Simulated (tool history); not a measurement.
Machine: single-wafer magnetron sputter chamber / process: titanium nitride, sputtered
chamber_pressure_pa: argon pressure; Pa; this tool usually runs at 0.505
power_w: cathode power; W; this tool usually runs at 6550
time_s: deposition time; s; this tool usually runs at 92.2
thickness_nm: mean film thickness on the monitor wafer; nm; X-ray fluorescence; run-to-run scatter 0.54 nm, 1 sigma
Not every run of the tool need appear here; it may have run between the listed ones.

run	hour	chamber_pressure_pa	power_w	time_s	read-back reference wafer on the same gauge, thickness_nm	thickness_nm
1	0.0	0.505	5450	92.2	133.014	96.847
2	180.3	0.505	5450	92.2	133.122	95.450
3	237.3	0.635	6550	92.2	132.823	103.395
4	296.4	0.505	6550	77.6	132.970	93.963
5	334.1	0.505	6900	92.2	133.166	116.632
6	377.8	0.505	6900	92.2	132.692	115.475
# hour 447.4: sputter target and shields replaced
7	447.9	0.505	6550	92.2	133.133	112.765
8	475.9	0.505	6550	92.2	133.020	113.016
9	539.4	0.505	6550	92.2	132.800	112.550
10	611.4	0.505	6550	92.2	132.854	111.460
11	656.3	0.505	6550	92.2	132.909	111.581
12	715.0	0.505	7300	92.2	133.025	123.503
# hour 773.5: gauge calibrated
13	782.6	0.505	7300	92.2	132.951	123.285
14	817.9	0.394	6550	92.2	132.925	119.221
15	882.0	0.394	6550	92.2	132.913	119.362
# hour 921.3: sputter target and shields replaced
16	926.2	0.505	7700	92.2	132.917	131.562
17	1088.5	0.505	6550	92.2	132.851	112.984
# hour 1107.8: magnet pack replaced
18	1132.4	0.426	5400	103.2	132.811	111.471
19	1185.6	0.505	6550	103.0	133.283	124.458
20	1251.4	0.505	6550	92.2	132.871	111.816
21	1280.5	0.636	6550	92.2	133.116	104.186
22	1306.9	0.602	6550	80.6	132.940	92.881
# hour 1387.6: sputter target and shields replaced
23	1388.1	0.505	6550	92.2	133.137	113.318
# hour 1410.3: capacitance manometer re-zeroed and calibrated
24	1410.8	0.657	7650	110.4	132.941	141.252
25	1507.7	0.388	5750	85.0	132.831	99.684
26	1534.1	0.505	5050	92.2	132.879	90.945
27	1685.4	0.604	5000	99.4	133.104	91.285

What will run 28 give?
28	1716.5	0.644	6050	92.2	?	?

Run 28 measured read-back reference wafer on the same gauge, thickness_nm 132.977, thickness_nm 96.949 nm.
On a tool with no hidden condition, and with the same random variation, this run would have come out at thickness_nm 98.290 nm.
